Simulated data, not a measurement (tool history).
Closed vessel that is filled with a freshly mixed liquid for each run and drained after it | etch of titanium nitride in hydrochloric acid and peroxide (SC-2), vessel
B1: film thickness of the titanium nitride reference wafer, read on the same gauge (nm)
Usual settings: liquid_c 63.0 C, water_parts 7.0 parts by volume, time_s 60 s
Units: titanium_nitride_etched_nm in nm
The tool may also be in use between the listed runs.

{"run": 1, "hour": 0.0, "liquid_c": 63.0, "water_parts": 7.0, "time_s": 60, "B1": 90.02, "titanium_nitride_etched_nm": 5.64}
{"run": 2, "hour": 88.5, "liquid_c": 63.0, "water_parts": 7.0, "time_s": 60, "B1": 89.98, "titanium_nitride_etched_nm": 5.66}
{"run": 3, "hour": 186.9, "liquid_c": 63.0, "water_parts": 7.0, "time_s": 60, "B1": 90.02, "titanium_nitride_etched_nm": 5.67}
{"hour": 246.2, "done": "chemicals flow meter replaced"}
{"hour": 308.1, "done": "new drum of peroxide connected"}
{"run": 4, "hour": 503.3, "liquid_c": 57.5, "water_parts": 7.0, "time_s": 60, "B1": 90.0, "titanium_nitride_etched_nm": 3.81}
{"run": 5, "hour": 806.7, "liquid_c": 63.0, "water_parts": 4.5, "time_s": 80, "B1": 90.0, "titanium_nitride_etched_nm": 9.78}
{"run": 6, "hour": 843.6, "liquid_c": 63.0, "water_parts": 5.0, "time_s": 60, "B1": 90.0, "titanium_nitride_etched_nm": 6.69}
{"hour": 863.9, "done": "new drum of peroxide connected"}
{"run": 7, "hour": 917.4, "liquid_c": 63.0, "water_parts": 7.0, "time_s": 60, "B1": 90.0, "titanium_nitride_etched_nm": 5.71}
{"run": 8, "hour": 979.4, "liquid_c": 63.0, "water_parts": 7.0, "time_s": 60, "B1": 90.01, "titanium_nitride_etched_nm": 5.55}
{"run": 9, "hour": 1050.4, "liquid_c": 63.0, "water_parts": 7.0, "time_s": 60, "B1": 90.0, "titanium_nitride_etched_nm": 5.67}
{"run": 10, "hour": 1133.6, "liquid_c": 63.0, "water_parts": 7.0, "time_s": 60, "B1": 90.0, "titanium_nitride_etched_nm": 5.63}
{"run": 11, "hour": 1241.3, "liquid_c": 63.0, "water_parts": 7.0, "time_s": 60, "B1": 90.01, "titanium_nitride_etched_nm": 5.62}
{"run": 12, "hour": 1309.7, "liquid_c": 63.0, "water_parts": 9.0, "time_s": 60, "B1": 90.01, "titanium_nitride_etched_nm": 4.51}
{"run": 13, "hour": 1378.6, "liquid_c": 63.0, "water_parts": 9.0, "time_s": 60, "B1": 90.01, "titanium_nitride_etched_nm": 4.5}
{"hour": 1403.2, "done": "gauge calibrated"}
{"hour": 1441.3, "done": "new drum of peroxide connected"}
{"hour": 1455.7, "done": "chemicals flow meter replaced"}
{"run": 14, "hour": 1483.3, "liquid_c": 58.0, "water_parts": 7.0, "time_s": 60, "B1": 90.01, "titanium_nitride_etched_nm": 3.95}
{"run": 15, "hour": 1524.7, "liquid_c": 53.0, "water_parts": 5.5, "time_s": 70, "B1": 90.0, "titanium_nitride_etched_nm": 4.07}
{"hour": 1564.1, "done": "thermometer replaced"}
{"run": 16, "hour": 1568.4, "liquid_c": 53.0, "water_parts": 8.0, "time_s": 35, "B1": 89.99, "titanium_nitride_etched_nm": 1.5}
{"run": 17, "hour": 1652.0, "liquid_c": 69.5, "water_parts": 5.0, "time_s": 60, "B1": 90.0, "titanium_nitride_etched_nm": 10.32}
{"run": 18, "hour": 1745.4, "liquid_c": 63.0, "water_parts": 7.0, "time_s": 60, "B1": 90.02, "titanium_nitride_etched_nm": 5.44}
{"run": 19, "hour": 1791.3, "liquid_c": 63.0, "water_parts": 10.0, "time_s": 60, "B1": 89.99, "titanium_nitride_etched_nm": 3.99}
{"run": 20, "hour": 1875.3, "liquid_c": 69.5, "water_parts": 9.5, "time_s": 40, "B1": 89.98, "titanium_nitride_etched_nm": 4.06}
{"run": 21, "hour": 1958.9, "liquid_c": 69.5, "water_parts": 6.0, "time_s": 60, "B1": 89.98, "titanium_nitride_etched_nm": 8.92}
{"run": 22, "hour": 2033.8, "liquid_c": 58.5, "water_parts": 4.0, "time_s": 70, "B1": 89.98, "titanium_nitride_etched_nm": 6.97}
{"hour": 2047.6, "done": "new drum of peroxide connected"}
{"run": 23, "hour": 2139.5, "liquid_c": 63.0, "water_parts": 7.0, "time_s": 60, "B1": 89.98, "titanium_nitride_etched_nm": 5.83}
{"run": 24, "hour": 2244.8, "liquid_c": 60.0, "water_parts": 5.0, "time_s": 60, "B1": 89.99, "titanium_nitride_etched_nm": 6.03}
{"run": 25, "hour": 2351.8, "liquid_c": 55.5, "water_parts": 8.5, "time_s": 85, "B1": 90.01, "titanium_nitride_etched_nm": 4.32}
{"run": 26, "hour": 2432.0, "liquid_c": 63.0, "water_parts": 7.0, "time_s": 60, "B1": 90.0, "titanium_nitride_etched_nm": 5.68}
{"run": 27, "hour": 2482.1, "liquid_c": 56.5, "water_parts": 9.5, "time_s": 85, "B1": 90.0, "titanium_nitride_etched_nm": 4.12}
{"hour": 2532.8, "done": "new drum of peroxide connected"}
{"run": 28, "hour": 2536.1, "liquid_c": 54.0, "water_parts": 4.5, "time_s": 60, "B1": 90.0, "titanium_nitride_etched_nm": 4.57}
{"run": 29, "hour": 2617.9, "liquid_c": 63.0, "water_parts": 7.0, "time_s": 60, "B1": 90.0, "titanium_nitride_etched_nm": 5.93}
{"run": 30, "hour": 2683.7, "liquid_c": 56.5, "water_parts": 5.5, "time_s": 45, "B1": 89.99, "titanium_nitride_etched_nm": 3.49}

3 ways to go on from here, each from the tool as it stands after run 30. What would each give?
{"run": "A", "hour": 2684.4, "liquid_c": 63.0, "water_parts": 7.0, "time_s": 85, "B1": "?", "titanium_nitride_etched_nm": "?"}
{"run": "B", "hour": 2684.4, "liquid_c": 63.0, "water_parts": 4.5, "time_s": 60, "B1": "?", "titanium_nitride_etched_nm": "?"}
{"run": "C", "hour": 2684.4, "liquid_c": 65.5, "water_parts": 8.5, "time_s": 40, "B1": "?", "titanium_nitride_etched_nm": "?"}

run=A B1=90.01 titanium_nitride_etched_nm=8.29
run=B B1=90.01 titanium_nitride_etched_nm=8.02
run=C B1=90.01 titanium_nitride_etched_nm=3.91
Without the tool's hidden state the same runs would have given:
run=A titanium_nitride_etched_nm=7.67
run=B titanium_nitride_etched_nm=7.50
run=C titanium_nitride_etched_nm=3.60

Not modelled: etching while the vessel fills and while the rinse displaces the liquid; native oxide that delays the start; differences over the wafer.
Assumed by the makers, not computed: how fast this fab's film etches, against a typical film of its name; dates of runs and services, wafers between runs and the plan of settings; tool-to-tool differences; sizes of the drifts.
